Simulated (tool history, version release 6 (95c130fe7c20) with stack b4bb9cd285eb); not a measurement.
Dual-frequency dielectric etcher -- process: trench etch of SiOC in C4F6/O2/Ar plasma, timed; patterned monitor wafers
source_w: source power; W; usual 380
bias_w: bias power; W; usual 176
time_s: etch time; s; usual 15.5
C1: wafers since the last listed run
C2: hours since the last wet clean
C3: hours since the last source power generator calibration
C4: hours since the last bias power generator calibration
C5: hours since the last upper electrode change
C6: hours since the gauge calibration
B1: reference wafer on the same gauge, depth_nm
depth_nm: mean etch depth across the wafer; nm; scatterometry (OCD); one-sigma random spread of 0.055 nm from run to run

Run 1, hour 0: usual settings; C1 0; C2 373.1; C3 5101; C4 1605; C5 3376; C6 110.3; B1 31.4. Result: depth_nm 36.28 nm.
Run 2, hour 17.7: usual settings; C1 174; C2 390.8; C3 5118.7; C4 1622.7; C5 3393.7; C6 128; B1 31.4. Result: depth_nm 36.41 nm.
Run 3, hour 32.8: usual settings; C1 149; C2 405.9; C3 5133.8; C4 1637.8; C5 3408.8; C6 143.1; B1 31.39. Result: depth_nm 36.43 nm.
Run 4, hour 41: usual settings; C1 80; C2 414.1; C3 5142; C4 1646; C5 3417; C6 151.3; B1 31.4. Result: depth_nm 36.4 nm.
Run 5, hour 52.1: usual settings; C1 109; C2 425.2; C3 5153.1; C4 1657.1; C5 3428.1; C6 162.4; B1 31.39. Result: depth_nm 36.27 nm.
Run 6, hour 87.4: usual settings; C1 348; C2 460.5; C3 5188.4; C4 1692.4; C5 3463.4; C6 197.7; B1 31.41. Result: depth_nm 36.26 nm.
Run 7, hour 103: usual settings; C1 154; C2 476.1; C3 5204; C4 1708; C5 3479; C6 213.3; B1 31.41. Result: depth_nm 36.37 nm.
Run 8, hour 110.3: usual settings; C1 72; C2 483.4; C3 5211.3; C4 1715.3; C5 3486.3; C6 220.6; B1 31.4. Result: depth_nm 36.28 nm.
At hour 119.6: gauge calibrated.
Run 9, hour 119.8: usual settings; C1 93; C2 492.9; C3 5220.8; C4 1724.8; C5 3495.8; C6 0.2; B1 31.4. Result: depth_nm 36.21 nm.
At hour 134.2: source power generator calibrated.
At hour 146: upper electrode replaced.
Run 10, hour 146.5: usual settings; C1 108; C2 519.6; C3 12.3; C4 1751.5; C5 0.5; C6 26.9; B1 31.4. Result: depth_nm 36.14 nm.
Run 11, hour 146.8: usual settings; C1 2; C2 519.9; C3 12.6; C4 1751.8; C5 0.8; C6 27.2; B1 31.4. Result: depth_nm 36.17 nm.
Run 12, hour 162.9: usual settings but source_w 400 W, time_s 14.5 s; C1 158; C2 536; C3 28.7; C4 1767.9; C5 16.9; C6 43.3; B1 31.4. Result: depth_nm 34.6 nm.
Run 13, hour 169.5: usual settings; C1 65; C2 542.6; C3 35.3; C4 1774.5; C5 23.5; C6 49.9; B1 31.4. Result: depth_nm 36.25 nm.
Run 14, hour 179.1: usual settings; C1 94; C2 552.2; C3 44.9; C4 1784.1; C5 33.1; C6 59.5; B1 31.4. Result: depth_nm 36.31 nm.
Run 15, hour 196.6: usual settings but bias_w 204 W, time_s 14 s; C1 172; C2 569.7; C3 62.4; C4 1801.6; C5 50.6; C6 77; B1 31.4. Result: depth_nm 34.07 nm.
Run 16, hour 204.8: usual settings but bias_w 195 W, time_s 19.5 s; C1 80; C2 577.9; C3 70.6; C4 1809.8; C5 58.8; C6 85.2; B1 31.39. Result: depth_nm 46.84 nm.
At hour 232: wet clean of the chamber.
Run 17, hour 232.5: usual settings but bias_w 197 W; C1 36; C2 0.5; C3 98.3; C4 1837.5; C5 86.5; C6 112.9; B1 31.4. Result: depth_nm 37.8 nm.
Run 18, hour 232.8: usual settings but bias_w 203 W, time_s 17 s; C1 2; C2 0.8; C3 98.6; C4 1837.8; C5 86.8; C6 113.2; B1 31.4. Result: depth_nm 41.8 nm.
Run 19, hour 233.2: usual settings but bias_w 148 W; C1 3; C2 1.2; C3 99; C4 1838.2; C5 87.2; C6 113.6; B1 31.4. Result: depth_nm 34.91 nm.

For run 20, what comes out?
Run 20, hour 235.4: usual settings but source_w 460 W, time_s 12 s; C1 21; C2 3.4; C3 101.2; C4 1840.4; C5 89.4; C6 115.8; B1 ?. Result: depth_nm ?.

B1: 31.4
depth_nm: 30.6 nm
With the hidden condition absent and the run-to-run variation left alone, this run would have shown depth_nm 30.61 nm.
